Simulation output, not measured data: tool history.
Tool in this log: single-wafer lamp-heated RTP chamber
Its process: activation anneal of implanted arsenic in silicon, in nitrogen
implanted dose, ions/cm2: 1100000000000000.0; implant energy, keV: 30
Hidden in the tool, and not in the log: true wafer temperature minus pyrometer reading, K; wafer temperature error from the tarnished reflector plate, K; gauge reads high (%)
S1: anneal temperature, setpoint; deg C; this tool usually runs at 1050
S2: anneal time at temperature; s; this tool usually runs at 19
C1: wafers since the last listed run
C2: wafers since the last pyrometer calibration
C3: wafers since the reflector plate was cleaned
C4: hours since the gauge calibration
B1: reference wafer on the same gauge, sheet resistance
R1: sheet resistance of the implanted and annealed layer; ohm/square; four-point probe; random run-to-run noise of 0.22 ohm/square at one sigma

run,hour,S1,S2,C1,C2,C3,C4,B1,R1
1,0.0,1050,19,0,850,1709,511.7,104.97,105.66
2,21.7,1050,19,306,1156,2015,533.4,105.02,104.98
3,34.1,1050,19,175,1332,2191,545.8,104.95,105.51
4,51.0,1050,19,238,1571,2430,562.7,104.99,104.96
5,64.3,1050,19,188,1759,2618,576.0,105.00,104.81
# hour 77.5: reflector plate cleaned
6,97.2,1050,19,351,2111,278,608.9,104.98,105.85
7,119.2,1050,19,310,2422,589,630.9,104.96,104.92
8,211.8,1029,19,1309,3731,1898,723.5,104.95,107.23
9,245.4,1029,19,474,4206,2373,757.1,104.95,107.08
10,268.0,1050,16,319,4525,2692,779.7,104.96,105.59
11,295.3,1050,16,385,4911,3078,807.0,105.07,105.59
# hour 305.5: reflector plate cleaned
12,320.2,1050,16,238,5150,207,831.9,104.93,106.12
# hour 320.5: gauge calibrated
13,348.9,1066,19,405,5556,613,28.4,104.95,102.55
14,364.9,1066,19,226,5782,839,44.4,105.10,102.70
15,381.7,1066,19,237,6019,1076,61.2,104.97,102.41
16,396.2,1027,9,204,6224,1281,75.7,105.11,111.54
17,416.1,1050,30,281,6506,1563,95.6,105.10,101.42
18,440.8,1064,25,349,6855,1912,120.3,104.95,100.42
# hour 455.6: pyrometer window cleaned and pyrometer calibrated
19,470.0,1028,24,299,203,2212,149.5,105.03,107.28
20,494.5,1021,19,346,550,2558,174.0,104.98,109.03
# hour 520.2: reflector plate cleaned
21,520.6,1050,19,255,806,6,200.1,104.98,106.39
22,544.4,1050,19,336,1142,342,223.9,104.96,105.91
23,569.8,1050,19,359,1501,701,249.3,105.09,105.06
24,597.1,1050,13,385,1887,1087,276.6,104.94,107.12
25,623.4,1050,19,371,2259,1459,302.9,104.98,104.51
26,658.1,1073,12,490,2749,1949,337.6,105.08,104.43
27,672.5,1050,19,203,2953,2153,352.0,105.06,104.68
28,706.7,1050,11,483,3436,2636,386.2,105.01,107.81
29,720.5,1065,19,195,3631,2832,400.0,105.01,102.10
30,745.6,1034,19,354,3986,3186,425.1,104.98,106.30
# hour 772.4: reflector plate cleaned
31,779.4,1021,15,364,4351,99,458.9,105.07,110.17
32,815.3,1032,23,507,4858,606,494.8,105.07,106.49
33,841.0,1031,25,363,5222,969,520.5,104.88,105.51
34,859.6,1070,19,262,5485,1232,539.1,104.93,101.16
35,894.7,1068,24,496,5981,1728,574.2,105.05,99.78
36,929.7,1050,19,494,6476,2223,609.2,104.97,103.63

Here are 5 independent what-if runs from the current tool condition. What would each one return?
A,930.1,1050,14,5,6481,2229,609.6,?,?
B,930.1,1028,26,5,6481,2229,609.6,?,?
C,930.1,1050,22,5,6481,2229,609.6,?,?
D,930.1,1036,19,5,6481,2229,609.6,?,?
E,930.1,1072,25,5,6481,2229,609.6,?,?

run,B1,R1
A,104.96,106.71
B,104.96,105.79
C,104.96,103.69
D,104.96,106.67
E,104.96,99.43
Without the tool's unlogged condition, the same runs would have read:
run,R1
A,109.38
B,108.61
C,106.65
D,109.40
E,102.58

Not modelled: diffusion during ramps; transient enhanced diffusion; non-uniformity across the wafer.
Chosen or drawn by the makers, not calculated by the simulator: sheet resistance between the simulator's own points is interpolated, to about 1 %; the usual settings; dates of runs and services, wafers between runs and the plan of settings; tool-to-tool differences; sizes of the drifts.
